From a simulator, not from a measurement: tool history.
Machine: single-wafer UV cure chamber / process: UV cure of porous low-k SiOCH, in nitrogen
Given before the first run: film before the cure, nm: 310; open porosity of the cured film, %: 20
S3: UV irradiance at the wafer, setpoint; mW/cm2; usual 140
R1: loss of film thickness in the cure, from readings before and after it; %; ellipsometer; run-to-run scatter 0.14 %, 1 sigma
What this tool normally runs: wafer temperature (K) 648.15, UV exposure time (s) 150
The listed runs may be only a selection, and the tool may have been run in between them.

run 1 hour=0 | wafer_temperature_(K)=661.15 UV_exposure_time_(s)=170 S3=140 | R1=11.771
run 2 hour=11.2 | wafer_temperature_(K)=661.15 UV_exposure_time_(s)=170 S3=140 | R1=11.879
run 3 hour=24.7 | wafer_temperature_(K)=661.15 UV_exposure_time_(s)=170 S3=140 | R1=11.503
run 4 hour=30.7 | wafer_temperature_(K)=648.15 UV_exposure_time_(s)=150 S3=140 | R1=10.738
run 5 hour=42.9 | wafer_temperature_(K)=648.15 UV_exposure_time_(s)=150 S3=140 | R1=11.047
run 6 hour=58.5 | wafer_temperature_(K)=648.15 UV_exposure_time_(s)=150 S3=140 | R1=10.856
-- hour=74.1 UV bulbs replaced
run 7 hour=82.7 | wafer_temperature_(K)=648.15 UV_exposure_time_(s)=150 S3=140 | R1=10.603
run 8 hour=90.2 | wafer_temperature_(K)=648.15 UV_exposure_time_(s)=150 S3=140 | R1=10.611
-- hour=98.9 quartz window cleaned
run 9 hour=105.7 | wafer_temperature_(K)=648.15 UV_exposure_time_(s)=150 S3=140 | R1=10.033
run 10 hour=114.7 | wafer_temperature_(K)=648.15 UV_exposure_time_(s)=150 S3=140 | R1=9.938
run 11 hour=122.5 | wafer_temperature_(K)=657.15 UV_exposure_time_(s)=195 S3=124 | R1=10.746
-- hour=155.6 quartz window cleaned, repeated, since the last time left the tool worse
run 12 hour=164.1 | wafer_temperature_(K)=648.15 UV_exposure_time_(s)=150 S3=140 | R1=11.53
run 13 hour=178.8 | wafer_temperature_(K)=648.15 UV_exposure_time_(s)=80 S3=164 | R1=9.448
run 14 hour=188.5 | wafer_temperature_(K)=648.15 UV_exposure_time_(s)=95 S3=140 | R1=9.269
run 15 hour=197.9 | wafer_temperature_(K)=634.15 UV_exposure_time_(s)=190 S3=140 | R1=12.175
run 16 hour=209.1 | wafer_temperature_(K)=648.15 UV_exposure_time_(s)=195 S3=130 | R1=12.514
run 17 hour=225 | wafer_temperature_(K)=648.15 UV_exposure_time_(s)=225 S3=105 | R1=11.879
run 18 hour=231.7 | wafer_temperature_(K)=648.15 UV_exposure_time_(s)=150 S3=110 | R1=10.203

For each run, the measured value with the value that run would have given without the tool's hidden condition subtracted. The run-to-run variation is shared by both, the gauge scatter possibly not:
What the log doesn't record here: lamp output below its setpoint, %; transmission lost against a clean window, %.
run=1 R1=-0.415
run=2 R1=-0.454
run=3 R1=-0.482
run=4 R1=-0.494
run=5 R1=-0.551
run=6 R1=-0.598
run=7 R1=-0.678
run=8 R1=-0.709
run=9 R1=-1.361
run=10 R1=-1.349
run=11 R1=-1.381
run=12 R1=-0.086
run=13 R1=-0.084
run=14 R1=-0.084
run=15 R1=-0.094
run=16 R1=-0.102
run=17 R1=-0.107
run=18 R1=-0.107

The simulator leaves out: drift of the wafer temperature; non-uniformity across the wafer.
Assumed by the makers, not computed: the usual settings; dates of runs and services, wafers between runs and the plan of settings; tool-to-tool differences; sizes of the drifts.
